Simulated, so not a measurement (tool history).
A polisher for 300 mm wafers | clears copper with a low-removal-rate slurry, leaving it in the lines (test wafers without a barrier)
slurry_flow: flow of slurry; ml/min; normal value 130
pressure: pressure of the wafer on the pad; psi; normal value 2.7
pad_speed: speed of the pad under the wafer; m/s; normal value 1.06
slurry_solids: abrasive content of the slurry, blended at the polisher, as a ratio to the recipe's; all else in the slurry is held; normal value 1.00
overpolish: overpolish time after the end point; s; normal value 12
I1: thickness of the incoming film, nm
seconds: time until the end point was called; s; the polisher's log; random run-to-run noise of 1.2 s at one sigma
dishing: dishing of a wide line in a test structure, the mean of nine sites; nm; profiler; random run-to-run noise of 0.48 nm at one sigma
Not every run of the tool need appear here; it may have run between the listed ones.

{"run": 1, "hour": 0.0, "slurry_flow": 130, "pressure": 2.7, "pad_speed": 1.06, "slurry_solids": 1.15, "overpolish": 14, "I1": 217.3, "seconds": 84.7, "dishing": 24.8}
{"run": 2, "hour": 14.0, "slurry_flow": 130, "pressure": 2.7, "pad_speed": 1.06, "slurry_solids": 1.15, "overpolish": 14, "I1": 215.1, "seconds": 79.4, "dishing": 25.6}
{"run": 3, "hour": 38.5, "slurry_flow": 130, "pressure": 3.2, "pad_speed": 1.06, "slurry_solids": 1.0, "overpolish": 12, "I1": 215.3, "seconds": 70.1, "dishing": 25.0}
{"run": 4, "hour": 58.8, "slurry_flow": 130, "pressure": 3.2, "pad_speed": 1.06, "slurry_solids": 1.0, "overpolish": 12, "I1": 213.0, "seconds": 70.7, "dishing": 24.7}
{"run": 5, "hour": 91.8, "slurry_flow": 130, "pressure": 2.7, "pad_speed": 1.06, "slurry_solids": 1.0, "overpolish": 12, "I1": 216.7, "seconds": 85.0, "dishing": 21.5}
{"run": 6, "hour": 106.4, "slurry_flow": 130, "pressure": 2.7, "pad_speed": 1.06, "slurry_solids": 1.0, "overpolish": 12, "I1": 214.5, "seconds": 84.6, "dishing": 21.6}
{"run": 7, "hour": 140.8, "slurry_flow": 130, "pressure": 2.7, "pad_speed": 1.06, "slurry_solids": 1.0, "overpolish": 12, "I1": 214.0, "seconds": 82.2, "dishing": 21.0}
{"run": 8, "hour": 171.8, "slurry_flow": 130, "pressure": 2.7, "pad_speed": 1.06, "slurry_solids": 1.0, "overpolish": 12, "I1": 216.1, "seconds": 83.0, "dishing": 20.9}
{"run": 9, "hour": 206.0, "slurry_flow": 130, "pressure": 2.7, "pad_speed": 1.06, "slurry_solids": 1.0, "overpolish": 12, "I1": 215.5, "seconds": 79.4, "dishing": 21.6}
{"run": 10, "hour": 231.3, "slurry_flow": 130, "pressure": 2.7, "pad_speed": 1.06, "slurry_solids": 1.0, "overpolish": 12, "I1": 215.7, "seconds": 83.2, "dishing": 21.5}
{"run": 11, "hour": 248.4, "slurry_flow": 130, "pressure": 2.7, "pad_speed": 1.06, "slurry_solids": 1.0, "overpolish": 12, "I1": 217.4, "seconds": 83.0, "dishing": 21.5}
{"run": 12, "hour": 283.9, "slurry_flow": 130, "pressure": 2.7, "pad_speed": 1.06, "slurry_solids": 1.0, "overpolish": 12, "I1": 215.8, "seconds": 82.6, "dishing": 21.3}
{"run": 13, "hour": 367.4, "slurry_flow": 130, "pressure": 2.7, "pad_speed": 1.06, "slurry_solids": 1.0, "overpolish": 12, "I1": 216.8, "seconds": 83.2, "dishing": 21.1}
{"run": 14, "hour": 382.6, "slurry_flow": 130, "pressure": 2.7, "pad_speed": 1.06, "slurry_solids": 1.0, "overpolish": 9, "I1": 215.6, "seconds": 84.0, "dishing": 16.4}
{"run": 15, "hour": 408.9, "slurry_flow": 155, "pressure": 2.7, "pad_speed": 0.78, "slurry_solids": 1.1, "overpolish": 15, "I1": 211.9, "seconds": 101.2, "dishing": 22.0}
{"run": 16, "hour": 452.7, "slurry_flow": 130, "pressure": 2.7, "pad_speed": 1.24, "slurry_solids": 0.85, "overpolish": 12, "I1": 213.0, "seconds": 70.1, "dishing": 23.7}
{"run": 17, "hour": 484.4, "slurry_flow": 130, "pressure": 2.4, "pad_speed": 1.06, "slurry_solids": 1.0, "overpolish": 12, "I1": 215.3, "seconds": 91.1, "dishing": 18.8}
{"run": 18, "hour": 572.0, "slurry_flow": 130, "pressure": 2.7, "pad_speed": 1.06, "slurry_solids": 1.0, "overpolish": 12, "I1": 214.5, "seconds": 93.8, "dishing": 19.4}
{"run": 19, "hour": 607.8, "slurry_flow": 130, "pressure": 2.7, "pad_speed": 1.06, "slurry_solids": 1.0, "overpolish": 12, "I1": 212.4, "seconds": 84.4, "dishing": 19.4}
{"run": 20, "hour": 643.2, "slurry_flow": 130, "pressure": 2.7, "pad_speed": 1.06, "slurry_solids": 0.85, "overpolish": 12, "I1": 215.2, "seconds": 92.2, "dishing": 19.4}
{"run": 21, "hour": 662.4, "slurry_flow": 160, "pressure": 1.8, "pad_speed": 1.24, "slurry_solids": 1.3, "overpolish": 12, "I1": 218.8, "seconds": 106.2, "dishing": 17.5}
{"run": 22, "hour": 674.5, "slurry_flow": 130, "pressure": 2.7, "pad_speed": 1.42, "slurry_solids": 1.1, "overpolish": 12, "I1": 214.0, "seconds": 66.2, "dishing": 26.1}
{"run": 23, "hour": 706.5, "slurry_flow": 130, "pressure": 2.7, "pad_speed": 1.06, "slurry_solids": 1.15, "overpolish": 12, "I1": 215.1, "seconds": 86.6, "dishing": 21.5}
{"run": 24, "hour": 734.4, "slurry_flow": 130, "pressure": 2.7, "pad_speed": 1.06, "slurry_solids": 1.0, "overpolish": 16, "I1": 214.9, "seconds": 89.3, "dishing": 24.5}
{"run": 25, "hour": 755.0, "slurry_flow": 130, "pressure": 2.7, "pad_speed": 1.06, "slurry_solids": 0.85, "overpolish": 12, "I1": 216.3, "seconds": 89.9, "dishing": 19.2}
{"run": 26, "hour": 771.0, "slurry_flow": 130, "pressure": 2.0, "pad_speed": 1.06, "slurry_solids": 0.7, "overpolish": 12, "I1": 212.6, "seconds": 125.7, "dishing": 14.3}
{"run": 27, "hour": 792.7, "slurry_flow": 115, "pressure": 2.7, "pad_speed": 0.84, "slurry_solids": 1.0, "overpolish": 12, "I1": 217.8, "seconds": 107.0, "dishing": 16.0}
{"run": 28, "hour": 809.3, "slurry_flow": 130, "pressure": 2.3, "pad_speed": 0.86, "slurry_solids": 0.7, "overpolish": 15, "I1": 216.6, "seconds": 131.7, "dishing": 16.7}

Not shown: 15 entries that the log had between the listed runs. Between which runs, and how does the tool's hidden state differ before and after?
After run 1, before run 2: worn pad replaced by a new one (hour 12.5)
  removal rate lost through wear of the pad, %: 6.6 -> 0.348; deviation of the head's pressure from its setpoint, %: 7.12 -> 7.26
  measured minus no-state result, seconds: +0.0 -> -5.4 s; dishing: +0.0 -> +1.6 nm
After run 3, before run 4: slurry nozzle cleaned (hour 53.5); slurry blender recalibrated (hour 58.3)
  removal rate lost through wear of the pad, %: 2.16 -> 3.25; deviation of the head's pressure from its setpoint, %: 7.5 -> 7.71
  measured minus no-state result, seconds: -3.6 -> -3.0 s; dishing: +1.1 -> +1.0 nm
After run 8, before run 9: worn pad replaced by a new one (hour 192.8)
  removal rate lost through wear of the pad, %: 5.81 -> 1.34; deviation of the head's pressure from its setpoint, %: 8.83 -> 9.17
  measured minus no-state result, seconds: -2.1 -> -6.1 s; dishing: +0.5 -> +1.5 nm
After run 9, before run 10: slurry blender recalibrated (hour 214.7)
  removal rate lost through wear of the pad, %: 1.34 -> 2.92; deviation of the head's pressure from its setpoint, %: 9.17 -> 9.42
  measured minus no-state result, seconds: -6.1 -> -5.1 s; dishing: +1.5 -> +1.2 nm
After run 12, before run 13: slurry nozzle cleaned (hour 285.6)
  removal rate lost through wear of the pad, %: 4.81 -> 5.98; deviation of the head's pressure from its setpoint, %: 9.95 -> 10.8
  measured minus no-state result, seconds: -3.8 -> -3.5 s; dishing: +1.0 -> +0.8 nm
After run 14, before run 15: slurry blender recalibrated (hour 391.0); worn pad replaced by a new one (hour 403.5)
  removal rate lost through wear of the pad, %: 6.08 -> 0.758; deviation of the head's pressure from its setpoint, %: 10.9 -> 11.2
  measured minus no-state result, seconds: -3.5 -> -10.5 s; dishing: +0.6 -> +2.0 nm
After run 17, before run 18: head pressure recalibrated (hour 505.3); slurry nozzle cleaned (hour 509.5); slurry blender recalibrated (hour 532.5)
  removal rate lost through wear of the pad, %: 4.58 -> 5.96; deviation of the head's pressure from its setpoint, %: 11.9 -> 0.945
  measured minus no-state result, seconds: -6.2 -> +4.8 s; dishing: +1.2 -> -1.0 nm
After run 18, before run 19: worn pad replaced by a new one (hour 583.4)
  removal rate lost through wear of the pad, %: 5.96 -> 1.92; deviation of the head's pressure from its setpoint, %: 0.945 -> 1.3
  measured minus no-state result, seconds: +4.8 -> +0.5 s; dishing: -1.0 -> -0.1 nm
After run 22, before run 23: slurry blender recalibrated (hour 696.8); slurry nozzle cleaned (hour 702.1)
  removal rate lost through wear of the pad, %: 4.62 -> 5.24; deviation of the head's pressure from its setpoint, %: 1.97 -> 2.28
  measured minus no-state result, seconds: +1.8 -> +2.6 s; dishing: -0.7 -> -0.6 nm
After run 26, before run 27: worn pad replaced by a new one (hour 792.2)
  removal rate lost through wear of the pad, %: 5.88 -> 0.183; deviation of the head's pressure from its setpoint, %: 2.93 -> 3.14
  measured minus no-state result, seconds: +4.0 -> -3.2 s; dishing: -0.4 -> +0.4 nm
